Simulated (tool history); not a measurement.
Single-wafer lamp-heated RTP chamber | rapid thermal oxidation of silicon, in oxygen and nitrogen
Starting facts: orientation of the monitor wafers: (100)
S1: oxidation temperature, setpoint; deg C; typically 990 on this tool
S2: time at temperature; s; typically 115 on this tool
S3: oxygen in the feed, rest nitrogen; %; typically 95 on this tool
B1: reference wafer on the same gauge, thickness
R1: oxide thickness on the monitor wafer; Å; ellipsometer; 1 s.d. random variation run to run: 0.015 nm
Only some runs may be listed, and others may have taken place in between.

run   hour    S1   S2  S3     B1     R1
  1      0   990  115  95  5.657  68.21
  2   21.9   990  115  95   5.67  68.35
  3   46.3   990  115  95  5.674  68.37
  4     79   990  115  95  5.677  68.42
  5   91.3   990  115  95  5.676  68.34
  6  107.7   990  115  95  5.687  68.86
  7  126.6   990  115  95  5.684  68.44
  8  147.6   990  115  81   5.69  64.98
  9  178.4  1003  115  81  5.707   71.8
     187.7  -- gauge calibrated
 10  210.1  1001  135  98  5.658   80.7
     226.4  -- oxygen flow controller replaced
       234  -- pyrometer window cleaned and pyrometer calibrated
 11  234.5   990  150  98  5.665  78.21
 12  248.4   990  115  95  5.667  68.59
 13  281.4   972   66  95  5.675   46.8
 14  314.7   990  115  95  5.688  68.77

Predict each of these 4 candidate next runs independently; none follows another, all start after run 14:
  A  315.2   972  115  95   ?   ?
  B  315.2   974   97  86   ?   ?
  C  315.2   977  167  68   ?   ?
  D  315.2  1008  115  74   ?   ?

run     B1     R1
  A  5.684  59.89
  B  5.684  54.45
  C  5.684   65.5
  D  5.684  71.82
With no hidden state in the tool, these same runs would have given:
run     R1
  A  59.59
  B  54.17
  C  65.18
  D  71.46

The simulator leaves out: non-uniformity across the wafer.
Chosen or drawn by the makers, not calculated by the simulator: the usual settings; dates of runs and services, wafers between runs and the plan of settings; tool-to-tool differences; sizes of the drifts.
